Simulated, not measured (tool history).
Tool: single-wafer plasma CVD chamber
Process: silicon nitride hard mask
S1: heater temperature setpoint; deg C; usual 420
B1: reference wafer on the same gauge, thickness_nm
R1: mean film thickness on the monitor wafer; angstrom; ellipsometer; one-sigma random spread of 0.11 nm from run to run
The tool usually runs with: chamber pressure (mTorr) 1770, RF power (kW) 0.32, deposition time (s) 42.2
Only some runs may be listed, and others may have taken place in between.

run 1 hour=0 | S1=420 chamber_pressure_(mTorr)=1990 RF_power_(kW)=0.32 deposition_time_(s)=42.2 | B1=41.908 | R1=513.67
run 2 hour=11.3 | S1=420 chamber_pressure_(mTorr)=1770 RF_power_(kW)=0.32 deposition_time_(s)=42.2 | B1=41.941 | R1=491.79
run 3 hour=21.5 | S1=420 chamber_pressure_(mTorr)=1770 RF_power_(kW)=0.32 deposition_time_(s)=42.2 | B1=41.918 | R1=492.2
run 4 hour=39.3 | S1=420 chamber_pressure_(mTorr)=1770 RF_power_(kW)=0.32 deposition_time_(s)=42.2 | B1=41.904 | R1=492.82
run 5 hour=52.7 | S1=412 chamber_pressure_(mTorr)=1770 RF_power_(kW)=0.32 deposition_time_(s)=42.2 | B1=41.919 | R1=493.86
run 6 hour=63 | S1=412 chamber_pressure_(mTorr)=1770 RF_power_(kW)=0.32 deposition_time_(s)=42.2 | B1=41.916 | R1=492.22
run 7 hour=74.3 | S1=420 chamber_pressure_(mTorr)=1770 RF_power_(kW)=0.32 deposition_time_(s)=42.2 | B1=41.909 | R1=490.88
run 8 hour=83.6 | S1=420 chamber_pressure_(mTorr)=1770 RF_power_(kW)=0.32 deposition_time_(s)=42.2 | B1=41.898 | R1=491.38
run 9 hour=100.8 | S1=420 chamber_pressure_(mTorr)=1770 RF_power_(kW)=0.32 deposition_time_(s)=42.2 | B1=41.874 | R1=492.23
run 10 hour=114.4 | S1=420 chamber_pressure_(mTorr)=1770 RF_power_(kW)=0.32 deposition_time_(s)=42.2 | B1=41.915 | R1=492.47
run 11 hour=129 | S1=420 chamber_pressure_(mTorr)=1770 RF_power_(kW)=0.32 deposition_time_(s)=42.2 | B1=41.905 | R1=494.27
-- hour=136.2 gauge calibrated
-- hour=139.6 capacitance manometer re-zeroed and calibrated
run 12 hour=142.9 | S1=420 chamber_pressure_(mTorr)=1770 RF_power_(kW)=0.32 deposition_time_(s)=42.2 | B1=41.887 | R1=490.93
run 13 hour=151.7 | S1=420 chamber_pressure_(mTorr)=2190 RF_power_(kW)=0.305 deposition_time_(s)=45.5 | B1=41.894 | R1=560.2
run 14 hour=163.6 | S1=409 chamber_pressure_(mTorr)=2210 RF_power_(kW)=0.265 deposition_time_(s)=34.9 | B1=41.91 | R1=409.43
-- hour=182.4 RF generator calibrated
-- hour=184.1 showerhead replaced
run 15 hour=184.6 | S1=420 chamber_pressure_(mTorr)=1770 RF_power_(kW)=0.32 deposition_time_(s)=44.5 | B1=41.94 | R1=538.52
run 16 hour=189 | S1=420 chamber_pressure_(mTorr)=2190 RF_power_(kW)=0.305 deposition_time_(s)=45.5 | B1=41.919 | R1=582.27
run 17 hour=225.5 | S1=427 chamber_pressure_(mTorr)=2000 RF_power_(kW)=0.34 deposition_time_(s)=48.2 | B1=41.909 | R1=622.16
run 18 hour=259.9 | S1=420 chamber_pressure_(mTorr)=1770 RF_power_(kW)=0.32 deposition_time_(s)=42.2 | B1=41.924 | R1=507.41
run 19 hour=273.5 | S1=420 chamber_pressure_(mTorr)=1770 RF_power_(kW)=0.36 deposition_time_(s)=42.2 | B1=41.901 | R1=532.76
run 20 hour=282 | S1=431 chamber_pressure_(mTorr)=1770 RF_power_(kW)=0.32 deposition_time_(s)=42.2 | B1=41.885 | R1=506.78
-- hour=305.7 thermocouple changed; heater temperature recalibrated
run 21 hour=306.2 | S1=433 chamber_pressure_(mTorr)=1490 RF_power_(kW)=0.295 deposition_time_(s)=46.4 | B1=41.893 | R1=497.18
run 22 hour=310.6 | S1=420 chamber_pressure_(mTorr)=1630 RF_power_(kW)=0.275 deposition_time_(s)=42.2 | B1=41.875 | R1=459.44
run 23 hour=325.2 | S1=408 chamber_pressure_(mTorr)=2110 RF_power_(kW)=0.32 deposition_time_(s)=45.4 | B1=41.89 | R1=584.65
run 24 hour=337.6 | S1=420 chamber_pressure_(mTorr)=1770 RF_power_(kW)=0.34 deposition_time_(s)=45.6 | B1=41.881 | R1=561.92
run 25 hour=351.4 | S1=420 chamber_pressure_(mTorr)=1770 RF_power_(kW)=0.32 deposition_time_(s)=42.2 | B1=41.914 | R1=504.43
run 26 hour=368.4 | S1=410 chamber_pressure_(mTorr)=1770 RF_power_(kW)=0.355 deposition_time_(s)=42.2 | B1=41.885 | R1=529.63

Run 27 is up next; what results do you expect?
run 27 hour=381.2 | S1=420 chamber_pressure_(mTorr)=1520 RF_power_(kW)=0.32 deposition_time_(s)=42.2 | B1=? | R1=?

B1: 41.921
R1: 473.28 angstrom
The same run, on a tool lacking any hidden state, would have yielded R1 477.82 angstrom.
